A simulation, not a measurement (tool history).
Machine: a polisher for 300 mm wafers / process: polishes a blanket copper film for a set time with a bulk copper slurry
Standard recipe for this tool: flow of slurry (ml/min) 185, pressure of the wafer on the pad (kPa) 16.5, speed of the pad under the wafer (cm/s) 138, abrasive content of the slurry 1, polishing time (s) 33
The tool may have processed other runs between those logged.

| run | hour | flow of slurry (ml/min) | pressure of the wafer on the pad (kPa) | speed of the pad under the wafer (cm/s) | abrasive content of the slurry | polishing time (s) | wafers since the last listed run | wafers polished on this pad | hours since the slurry nozzle was cleaned | hours since the head pressure was calibrated | hours since the slurry blender was calibrated | incoming thickness of the incoming film, nm | film removed (Å) |
|---|---|---|---|---|---|---|---|---|---|---|---|---|---|
| 1 | 0 | 185 | 20 | 138 | 1 | 33 | 0 | 3260 | 379.6 | 311.2 | 166.5 | 3301.6 | 4659 |
|  | 26.5 | worn pad replaced by a new one |
| 2 | 48.8 | 185 | 16.5 | 138 | 1 | 33 | 378 | 188 | 428.4 | 360 | 215.3 | 3281.9 | 3782 |
| 3 | 91.5 | 185 | 16.5 | 138 | 1 | 33 | 361 | 550 | 471.1 | 402.7 | 258 | 3263.7 | 3783 |
| 4 | 121.2 | 185 | 16.5 | 138 | 1 | 33 | 251 | 801 | 500.8 | 432.4 | 287.7 | 3317.5 | 3770 |
| 5 | 161.6 | 185 | 16.5 | 138 | 1 | 33 | 341 | 1143 | 541.2 | 472.8 | 328.1 | 3320.1 | 3769 |
|  | 211.4 | slurry blender recalibrated |
| 6 | 222 | 185 | 16.5 | 138 | 1 | 33 | 493 | 1636 | 601.6 | 533.2 | 10.6 | 3271.5 | 3798 |
|  | 234.9 | head pressure recalibrated |
| 7 | 249.1 | 185 | 16.5 | 138 | 1 | 33 | 212 | 1849 | 628.7 | 14.2 | 37.7 | 3323.5 | 3817 |
| 8 | 310.7 | 185 | 16.5 | 138 | 1.25 | 33 | 521 | 2370 | 690.3 | 75.8 | 99.3 | 3305.1 | 3957 |
|  | 335.6 | slurry nozzle cleaned |
| 9 | 354.8 | 185 | 16.5 | 138 | 1.25 | 33 | 364 | 2734 | 19.2 | 119.9 | 143.4 | 3233.2 | 3969 |
|  | 380.9 | worn pad replaced by a new one |
| 10 | 415.4 | 185 | 16.5 | 138 | 1 | 33 | 478 | 291 | 79.8 | 180.5 | 204 | 3289.1 | 3840 |
| 11 | 448.5 | 185 | 16.5 | 138 | 1 | 33 | 279 | 571 | 112.9 | 213.6 | 237.1 | 3364.5 | 3809 |
| 12 | 491.7 | 185 | 11 | 170 | 1 | 38 | 365 | 936 | 156.1 | 256.8 | 280.3 | 3320.9 | 3712 |
| 13 | 531.6 | 145 | 16.5 | 98 | 1 | 27 | 337 | 1274 | 196 | 296.7 | 320.2 | 3298.1 | 2186 |
| 14 | 574.1 | 185 | 16.5 | 138 | 1 | 33 | 359 | 1633 | 238.5 | 339.2 | 362.7 | 3301.6 | 3842 |
| 15 | 611.3 | 185 | 16.5 | 138 | 0.9 | 33 | 314 | 1948 | 275.7 | 376.4 | 399.9 | 3240.7 | 3732 |
|  | 628.3 | slurry blender recalibrated |
| 16 | 665.9 | 185 | 16.5 | 138 | 1 | 33 | 444 | 2393 | 330.3 | 431 | 37.6 | 3314.2 | 3840 |
|  | 758 | worn pad replaced by a new one |
|  | 786.3 | head pressure recalibrated |
| 17 | 812.4 | 185 | 16.5 | 138 | 1 | 33 | 1188 | 443 | 476.8 | 26.1 | 184.1 | 3298.7 | 3848 |
| 18 | 837.4 | 185 | 16.5 | 138 | 1 | 33 | 211 | 654 | 501.8 | 51.1 | 209.1 | 3290.8 | 3846 |
| 19 | 893 | 155 | 20 | 186 | 0.75 | 33 | 470 | 1124 | 557.4 | 106.7 | 264.7 | 3268.2 | 5723 |
| 20 | 939.9 | 185 | 12.4 | 138 | 1.25 | 33 | 396 | 1521 | 604.3 | 153.6 | 311.6 | 3252.4 | 3021 |
|  | 974.9 | slurry blender recalibrated |
| 21 | 983.1 | 185 | 15.2 | 138 | 1 | 43 | 348 | 1869 | 647.5 | 196.8 | 8.2 | 3316.5 | 4662 |
| 22 | 1029 | 245 | 16.5 | 160 | 1 | 41 | 388 | 2258 | 693.4 | 242.7 | 54.1 | 3254.8 | 5670 |

Run 23 has not been measured yet. What should we expect?
| 23 | 1068 | 185 | 11.7 | 138 | 1 | 33 | 329 | 2588 | 732.4 | 281.7 | 93.1 | 3246.5 | ? |

{"run 23": {"film removed (Å)": 2825}}
Without the tool's hidden state the same run would have given film removed (Å) 2825.

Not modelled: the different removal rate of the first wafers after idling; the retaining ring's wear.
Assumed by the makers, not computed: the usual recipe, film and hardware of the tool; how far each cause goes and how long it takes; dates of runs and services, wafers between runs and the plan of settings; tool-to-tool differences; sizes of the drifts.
